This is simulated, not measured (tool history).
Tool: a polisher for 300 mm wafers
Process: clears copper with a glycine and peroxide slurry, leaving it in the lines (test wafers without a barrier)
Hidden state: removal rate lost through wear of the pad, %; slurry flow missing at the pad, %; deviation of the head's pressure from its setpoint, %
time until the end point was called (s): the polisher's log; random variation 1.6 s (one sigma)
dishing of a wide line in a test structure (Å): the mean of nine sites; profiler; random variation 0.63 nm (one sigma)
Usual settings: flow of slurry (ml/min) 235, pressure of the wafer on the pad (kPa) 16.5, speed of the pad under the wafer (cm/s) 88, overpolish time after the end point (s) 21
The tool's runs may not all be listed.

run   hour  flow of slurry (ml/min)  pressure of the wafer on the pad (kPa)  speed of the pad under the wafer (cm/s)  overpolish time after the end point (s)  wafers since the last listed run  wafers polished on this pad  hours since the slurry nozzle was cleaned  hours since the head pressure was calibrated  incoming thickness of the incoming film, nm  time until the end point was called (s)  dishing of a wide line in a test structure (Å)
  1      0                      235                                    16.5                                       88                                       21                                 0                          774                                      135.4                                         366.8                                        421.9                                     98.7                                             541
  2   12.8                      235                                    16.5                                       88                                       21                                94                          869                                      148.2                                         379.6                                        415.9                                     99.7                                             538
  3   27.8                      235                                    16.5                                       88                                       21                               110                          979                                      163.2                                         394.6                                        420.2                                    102.4                                             533
        30  -- head pressure recalibrated
        53  -- worn pad replaced by a new one
  4   53.5                      235                                    16.5                                       88                                       21                               144                            3                                      188.9                                          23.5                                        420.3                                     91.1                                             582
  5   70.7                      235                                    16.5                                       88                                       30                               126                          129                                      206.1                                          40.7                                        422.7                                     93.3                                             765
  6  100.2                      285                                    16.5                                       88                                       21                               217                          347                                      235.6                                          70.2                                        414.2                                     91.9                                             584
  7  128.2                      235                                    16.5                                       88                                       21                               205                          552                                      263.6                                          98.2                                        412.3                                     95.3                                             564
  8  159.3                      235                                    16.5                                       88                                       21                               228                          781                                      294.7                                         129.3                                        415.5                                     95.4                                             557
  9  182.2                      235                                    16.5                                       88                                       21                               168                          950                                      317.6                                         152.2                                        418.8                                     93.2                                             550
     216.4  -- slurry nozzle cleaned
 10  216.9                      235                                    16.5                                       88                                       21                               247                         1198                                        0.5                                         186.9                                        423.8                                     97.3                                             571
     222.2  -- worn pad replaced by a new one
 11  241.9                      235                                    16.5                                       88                                       21                               154                          144                                       25.5                                         211.9                                        420.3                                       94                                             558
 12  269.1                      235                                    16.5                                       88                                       21                               200                          344                                       52.7                                         239.1                                          419                                     93.6                                             563
 13    282                      235                                    16.5                                      102                                       21                                94                          439                                       65.6                                           252                                        417.6                                     86.1                                             606
 14  313.8                      170                                    14.5                                       62                                       16                               233                          673                                       97.4                                         283.8                                        423.6                                    127.6                                             342
 15  338.7                      235                                    13.8                                       70                                       21                               183                          856                                      122.3                                         308.7                                        421.9                                    121.1                                             470
     354.1  -- worn pad replaced by a new one
 16  357.7                      235                                    16.5                                       58                                       21                               110                           26                                      141.3                                         327.7                                        426.8                                    117.7                                             470
 17    387                      235                                    14.5                                       98                                       16                               215                          242                                      170.6                                           357                                        416.2                                     98.7                                             423
 18  409.2                      235                                    16.5                                       88                                       21                               163                          405                                      192.8                                         379.2                                        415.9                                     97.7                                             541
 19  443.5                      165                                    14.5                                      100                                       27                               252                          658                                      227.1                                         413.5                                        418.4                                    103.6                                             625
     459.7  -- head pressure recalibrated
 20  479.3                      235                                    16.5                                       88                                       21                               248                          906                                      262.9                                          19.6                                        418.7                                     93.6                                             564
     487.7  -- worn pad replaced by a new one
 21  506.3                      235                                      20                                       88                                       21                               169                          136                                      289.9                                          46.6                                          417                                     83.1                                             620
 22  529.7                      235                                    16.5                                       88                                       21                               172                          309                                      313.3                                            70                                        419.6                                     97.7                                             554
 23  551.2                      235                                    14.5                                       88                                       21                               158                          467                                      334.8                                          91.5                                        423.5                                    104.9                                             516
 24  576.4                      235                                    16.5                                       88                                       21                               185                          652                                        360                                         116.7                                        420.1                                     99.1                                             557
 25  588.7                      210                                    11.7                                       88                                       15                                90                          743                                      372.3                                           129                                        420.5                                    126.4                                             334
     590.4  -- slurry nozzle cleaned
     622.4  -- worn pad replaced by a new one
 26  622.9                      210                                    11.7                                       88                                       15                               214                            3                                       32.5                                         163.2                                          418                                    110.9                                             364

Some steps in time until the end point was called (s) between neighbouring runs. How much of each would the tool show without its hidden state too (settings, what came in, random variation), and how much is left for the hidden state, with any gauge scatter that isn't in both results?
Run 13 -> 14: flow of slurry (ml/min) 235 -> 170, pressure of the wafer on the pad (kPa) 16.5 -> 14.5, speed of the pad under the wafer (cm/s) 102 -> 62, overpolish time after the end point (s) 21 -> 16. time until the end point was called (s) +41.5: hidden state +2, all else +39.5.
Run 19 -> 20: flow of slurry (ml/min) 165 -> 235, pressure of the wafer on the pad (kPa) 14.5 -> 16.5, speed of the pad under the wafer (cm/s) 100 -> 88, overpolish time after the end point (s) 27 -> 21, head pressure recalibrated. time until the end point was called (s) -10: hidden state -7.8, all else -2.2.
Run 24 -> 25: flow of slurry (ml/min) 235 -> 210, pressure of the wafer on the pad (kPa) 16.5 -> 11.7, overpolish time after the end point (s) 21 -> 15. time until the end point was called (s) +27.3: hidden state +4, all else +23.3.
Run 25 -> 26: slurry nozzle cleaned, worn pad replaced by a new one. time until the end point was called (s) -15.5: hidden state -9.7, all else -5.8.
